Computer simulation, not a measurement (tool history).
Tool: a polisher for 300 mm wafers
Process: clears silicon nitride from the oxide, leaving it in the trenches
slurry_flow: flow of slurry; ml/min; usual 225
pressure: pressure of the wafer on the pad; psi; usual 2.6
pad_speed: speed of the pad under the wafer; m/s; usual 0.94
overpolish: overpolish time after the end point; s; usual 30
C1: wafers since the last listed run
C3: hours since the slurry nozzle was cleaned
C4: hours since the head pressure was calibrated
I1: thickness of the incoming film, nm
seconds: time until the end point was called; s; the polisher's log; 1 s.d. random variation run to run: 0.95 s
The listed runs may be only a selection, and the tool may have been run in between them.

Run 1, hour 0: usual settings but slurry_flow 170 ml/min; C1 0; wafers polished on this pad 470; C3 174.3; C4 477.1; I1 89. Result: seconds 99.3 s.
Run 2, hour 30.5: usual settings; C1 142; wafers polished on this pad 613; C3 204.8; C4 507.6; I1 89.7. Result: seconds 96.6 s.
Run 3, hour 53.9: usual settings; C1 109; wafers polished on this pad 723; C3 228.2; C4 531; I1 88.4. Result: seconds 96.1 s.
Run 4, hour 79: usual settings; C1 117; wafers polished on this pad 841; C3 253.3; C4 556.1; I1 89.3. Result: seconds 97.2 s.
At hour 101: worn pad replaced by a new one.
Run 5, hour 111.8: usual settings; C1 134; wafers polished on this pad 50; C3 286.1; C4 588.9; I1 89.2. Result: seconds 99.1 s.
Run 6, hour 162.4: usual settings; C1 237; wafers polished on this pad 287; C3 336.7; C4 639.5; I1 89. Result: seconds 96.7 s.
Run 7, hour 181.1: usual settings; C1 87; wafers polished on this pad 375; C3 355.4; C4 658.2; I1 90.1. Result: seconds 98.5 s.
Run 8, hour 196.8: usual settings; C1 73; wafers polished on this pad 449; C3 371.1; C4 673.9; I1 91.6. Result: seconds 100.5 s.
Run 9, hour 225.7: usual settings; C1 135; wafers polished on this pad 584; C3 400; C4 702.8; I1 91.4. Result: seconds 100.8 s.
Run 10, hour 248.9: usual settings but overpolish 25 s; C1 108; wafers polished on this pad 693; C3 423.2; C4 726; I1 90.3. Result: seconds 97.5 s.
Run 11, hour 265.5: usual settings but slurry_flow 210 ml/min, overpolish 43 s; C1 77; wafers polished on this pad 770; C3 439.8; C4 742.6; I1 90.4. Result: seconds 101.2 s.
Run 12, hour 290.4: usual settings but slurry_flow 195 ml/min; C1 116; wafers polished on this pad 887; C3 464.7; C4 767.5; I1 89.8. Result: seconds 101.5 s.
Run 13, hour 319.6: usual settings but slurry_flow 195 ml/min; C1 136; wafers polished on this pad 1024; C3 493.9; C4 796.7; I1 90. Result: seconds 101.8 s.
At hour 331.8: head pressure recalibrated.
At hour 338.3: worn pad replaced by a new one.
Run 14, hour 349: usual settings but slurry_flow 295 ml/min, pressure 1.8 psi, pad_speed 1.04 m/s, overpolish 15 s; C1 109; wafers polished on this pad 49; C3 523.3; C4 17.2; I1 89.9. Result: seconds 129.5 s.
Run 15, hour 373.6: usual settings; C1 115; wafers polished on this pad 165; C3 547.9; C4 41.8; I1 89.4. Result: seconds 99.5 s.
Run 16, hour 400.6: usual settings but pad_speed 1.02 m/s; C1 126; wafers polished on this pad 291; C3 574.9; C4 68.8; I1 89.9. Result: seconds 93.6 s.
Run 17, hour 423.3: usual settings but slurry_flow 290 ml/min, overpolish 12 s; C1 106; wafers polished on this pad 398; C3 597.6; C4 91.5; I1 89.2. Result: seconds 97.3 s.
Run 18, hour 439.1: usual settings but slurry_flow 200 ml/min, pressure 3.1 psi, overpolish 47 s; C1 74; wafers polished on this pad 472; C3 613.4; C4 107.3; I1 91.6. Result: seconds 86 s.
Run 19, hour 466.4: usual settings; C1 127; wafers polished on this pad 599; C3 640.7; C4 134.6; I1 89.3. Result: seconds 101.1 s.
Run 20, hour 493.9: usual settings; C1 128; wafers polished on this pad 728; C3 668.2; C4 162.1; I1 88.9. Result: seconds 99.1 s.
Run 21, hour 520.4: usual settings but slurry_flow 165 ml/min, pressure 2 psi, overpolish 25 s; C1 124; wafers polished on this pad 852; C3 694.7; C4 188.6; I1 92. Result: seconds 138.4 s.
Run 22, hour 539.9: usual settings but overpolish 41 s; C1 91; wafers polished on this pad 944; C3 714.2; C4 208.1; I1 90.1. Result: seconds 101.6 s.
Run 23, hour 575.5: usual settings; C1 166; wafers polished on this pad 1111; C3 749.8; C4 243.7; I1 89.9. Result: seconds 100.3 s.
At hour 588.6: worn pad replaced by a new one.
Run 24, hour 597.6: usual settings but overpolish 18 s; C1 84; wafers polished on this pad 42; C3 771.9; C4 265.8; I1 90.9. Result: seconds 102.6 s.
Run 25, hour 618.2: usual settings but slurry_flow 300 ml/min, overpolish 13 s; C1 96; wafers polished on this pad 138; C3 792.5; C4 286.4; I1 89.2. Result: seconds 97.8 s.
At hour 621.5: slurry nozzle cleaned.
Run 26, hour 652: usual settings but slurry_flow 255 ml/min; C1 153; wafers polished on this pad 292; C3 30.5; C4 320.2; I1 91.1. Result: seconds 97.7 s.
Run 27, hour 677.8: usual settings but slurry_flow 145 ml/min, pad_speed 1.24 m/s; C1 120; wafers polished on this pad 413; C3 56.3; C4 346; I1 90.4. Result: seconds 78.7 s.
Run 28, hour 713.4: usual settings but pressure 3.4 psi; C1 166; wafers polished on this pad 579; C3 91.9; C4 381.6; I1 90.7. Result: seconds 74.8 s.
Run 29, hour 732.8: usual settings; C1 90; wafers polished on this pad 670; C3 111.3; C4 401; I1 90.1. Result: seconds 96.9 s.
Run 30, hour 763.3: usual settings but slurry_flow 150 ml/min, pressure 1.8 psi, pad_speed 0.7 m/s, overpolish 19 s; C1 142; wafers polished on this pad 813; C3 141.8; C4 431.5; I1 90.2. Result: seconds 190.1 s.
Run 31, hour 790.9: usual settings but slurry_flow 170 ml/min, pad_speed 1.02 m/s, overpolish 42 s; C1 129; wafers polished on this pad 943; C3 169.4; C4 459.1; I1 89.4. Result: seconds 91.8 s.
Run 32, hour 810.5: usual settings; C1 91; wafers polished on this pad 1034; C3 189; C4 478.7; I1 90.2. Result: seconds 97.5 s.
Run 33, hour 828.1: usual settings; C1 82; wafers polished on this pad 1117; C3 206.6; C4 496.3; I1 89.2. Result: seconds 97 s.
At hour 837.7: worn pad replaced by a new one.
Run 34, hour 841.9: usual settings but slurry_flow 280 ml/min, pad_speed 0.64 m/s; C1 45; wafers polished on this pad 19; C3 220.4; C4 510.1; I1 90.5. Result: seconds 132.1 s.
Run 35, hour 873: usual settings; C1 145; wafers polished on this pad 165; C3 251.5; C4 541.2; I1 90.8. Result: seconds 98.5 s.
Run 36, hour 905.7: usual settings; C1 153; wafers polished on this pad 318; C3 284.2; C4 573.9; I1 89.9. Result: seconds 98.2 s.

Run-by-run hidden state of the tool:
removal rate lost through wear of the pad, %: 0 at every run
deviation of the head's pressure from its setpoint, %: 0 at every run
H1: slurry flow missing at the pad, %
run    H1
  1  14.1
  2  15.8
  3    17
  4  18.4
  5  20.2
  6  22.9
  7    24
  8  24.8
  9  26.4
 10  27.6
 11  28.6
 12  29.9
 13  31.5
 14  33.1
 15  34.4
 16  35.9
 17  37.1
 18    38
 19  39.5
 20    41
 21  42.4
 22  43.5
 23  45.4
 24  46.6
 25  47.7
 26  5.76
 27  7.16
 28   9.1
 29  10.2
 30  11.8
 31  13.3
 32  14.4
 33  15.3
 34  16.1
 35  17.8
 36  19.6
